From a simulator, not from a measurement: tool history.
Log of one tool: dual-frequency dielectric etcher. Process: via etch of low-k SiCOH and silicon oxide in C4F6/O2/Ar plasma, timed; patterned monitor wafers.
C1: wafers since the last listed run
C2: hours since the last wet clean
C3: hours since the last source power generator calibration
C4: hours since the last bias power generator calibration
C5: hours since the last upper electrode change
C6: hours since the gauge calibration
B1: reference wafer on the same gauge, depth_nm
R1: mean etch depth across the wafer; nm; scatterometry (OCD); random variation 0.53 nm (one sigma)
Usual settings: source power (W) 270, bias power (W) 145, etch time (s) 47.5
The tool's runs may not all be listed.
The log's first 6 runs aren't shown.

Run 7, hour 396.2: usual settings; C1 1124; C2 260.8; C3 1553.1; C4 2317.6; C5 1670.6; C6 1468.8; B1 87.3. Result: R1 91.4 nm.
Run 8, hour 434.9: usual settings; C1 507; C2 299.5; C3 1591.8; C4 2356.3; C5 1709.3; C6 1507.5; B1 87.2. Result: R1 91.5 nm.
At hour 456.1: gauge calibrated.
Run 9, hour 670.9: usual settings but bias power (W) 170; C1 3093; C2 535.5; C3 1827.8; C4 2592.3; C5 1945.3; C6 214.8; B1 87.2. Result: R1 95.8 nm.
At hour 913.8: wet clean of the chamber.
Run 10, hour 962.6: usual settings; C1 3509; C2 48.8; C3 2119.5; C4 2884.0; C5 2237.0; C6 506.5; B1 87.2. Result: R1 91.6 nm.
Run 11, hour 1019.1: usual settings; C1 740; C2 105.3; C3 2176.0; C4 2940.5; C5 2293.5; C6 563.0; B1 87.3. Result: R1 92.5 nm.
Run 12, hour 1080.5: usual settings but source power (W) 220; C1 804; C2 166.7; C3 2237.4; C4 3001.9; C5 2354.9; C6 624.4; B1 87.2. Result: R1 86.0 nm.
Run 13, hour 1143.6: usual settings but source power (W) 220; C1 827; C2 229.8; C3 2300.5; C4 3065.0; C5 2418.0; C6 687.5; B1 87.2. Result: R1 85.9 nm.
At hour 1180.7: upper electrode replaced.
Run 14, hour 1231.3: usual settings but source power (W) 240, bias power (W) 162, etch time (s) 57.5; C1 835; C2 317.5; C3 2388.2; C4 3152.7; C5 50.6; C6 775.2; B1 87.3. Result: R1 112.0 nm.
Run 15, hour 1306.3: usual settings; C1 983; C2 392.5; C3 2463.2; C4 3227.7; C5 125.6; C6 850.2; B1 87.2. Result: R1 91.2 nm.
Run 16, hour 1405.0: usual settings but source power (W) 210; C1 1293; C2 491.2; C3 2561.9; C4 3326.4; C5 224.3; C6 948.9; B1 87.5. Result: R1 85.7 nm.
At hour 1604.1: bias power generator calibrated.
At hour 1691.6: wet clean of the chamber.
Run 17, hour 1692.1: usual settings; C1 3396; C2 0.5; C3 2849.0; C4 88.0; C5 511.4; C6 1236.0; B1 87.5. Result: R1 90.8 nm.
Run 18, hour 1782.8: usual settings but source power (W) 310; C1 1189; C2 91.2; C3 2939.7; C4 178.7; C5 602.1; C6 1326.7; B1 87.2. Result: R1 95.1 nm.
Run 19, hour 1823.8: usual settings but source power (W) 340, bias power (W) 124, etch time (s) 35.0; C1 537; C2 132.2; C3 2980.7; C4 219.7; C5 643.1; C6 1367.7; B1 87.1. Result: R1 69.5 nm.
Run 20, hour 1931.5: usual settings but bias power (W) 132; C1 1411; C2 239.9; C3 3088.4; C4 327.4; C5 750.8; C6 1475.4; B1 87.2. Result: R1 89.8 nm.
Run 21, hour 2019.2: usual settings; C1 1149; C2 327.6; C3 3176.1; C4 415.1; C5 838.5; C6 1563.1; B1 87.4. Result: R1 91.1 nm.
Run 22, hour 2107.9: usual settings but source power (W) 230, etch time (s) 37.0; C1 1162; C2 416.3; C3 3264.8; C4 503.8; C5 927.2; C6 1651.8; B1 87.2. Result: R1 68.6 nm.
At hour 2315.7: gauge calibrated.
Run 23, hour 2343.4: usual settings but bias power (W) 132; C1 3087; C2 651.8; C3 3500.3; C4 739.3; C5 1162.7; C6 27.7; B1 87.3. Result: R1 89.8 nm.
At hour 2437.2: source power generator calibrated.
At hour 2459.9: wet clean of the chamber.
Run 24, hour 2460.4: usual settings but source power (W) 330; C1 1183; C2 0.5; C3 23.2; C4 856.3; C5 1279.7; C6 144.7; B1 87.3. Result: R1 98.2 nm.
Run 25, hour 2482.9: usual settings but source power (W) 300, bias power (W) 119; C1 294; C2 23.0; C3 45.7; C4 878.8; C5 1302.2; C6 167.2; B1 87.3. Result: R1 90.3 nm.
Run 26, hour 2521.2: usual settings but source power (W) 320, bias power (W) 135, etch time (s) 61.0; C1 502; C2 61.3; C3 84.0; C4 917.1; C5 1340.5; C6 205.5; B1 87.4. Result: R1 121.5 nm.
Run 27, hour 2621.1: usual settings; C1 1309; C2 161.2; C3 183.9; C4 1017.0; C5 1440.4; C6 305.4; B1 87.4. Result: R1 91.7 nm.
Run 28, hour 2723.5: usual settings but source power (W) 200, bias power (W) 175, etch time (s) 59.0; C1 1342; C2 263.6; C3 286.3; C4 1119.4; C5 1542.8; C6 407.8; B1 87.3. Result: R1 109.4 nm.
Run 29, hour 2829.0: usual settings but source power (W) 240, bias power (W) 157; C1 1383; C2 369.1; C3 391.8; C4 1224.9; C5 1648.3; C6 513.3; B1 87.1. Result: R1 89.9 nm.
At hour 3054.3: wet clean of the chamber.
Run 30, hour 3145.9: usual settings but bias power (W) 166; C1 3839; C2 91.6; C3 708.7; C4 1541.8; C5 1965.2; C6 830.2; B1 87.2. Result: R1 94.5 nm.

Forecast each of these 3 alternatives for the next run:
Run A, hour 3146.3: usual settings; C1 5; C2 92.0; C3 709.1; C4 1542.2; C5 1965.6; C6 830.6; B1 ?. Result: R1 ?.
Run B, hour 3146.3: usual settings but source power (W) 250; C1 5; C2 92.0; C3 709.1; C4 1542.2; C5 1965.6; C6 830.6; B1 ?. Result: R1 ?.
Run C, hour 3146.3: usual settings but bias power (W) 136; C1 5; C2 92.0; C3 709.1; C4 1542.2; C5 1965.6; C6 830.6; B1 ?. Result: R1 ?.

run    B1    R1
  A  87.3  91.7
  B  87.3  89.7
  C  87.3  90.2
Without the tool's hidden state the same runs would have given:
run    R1
  A  91.7
  B  89.7
  C  90.2
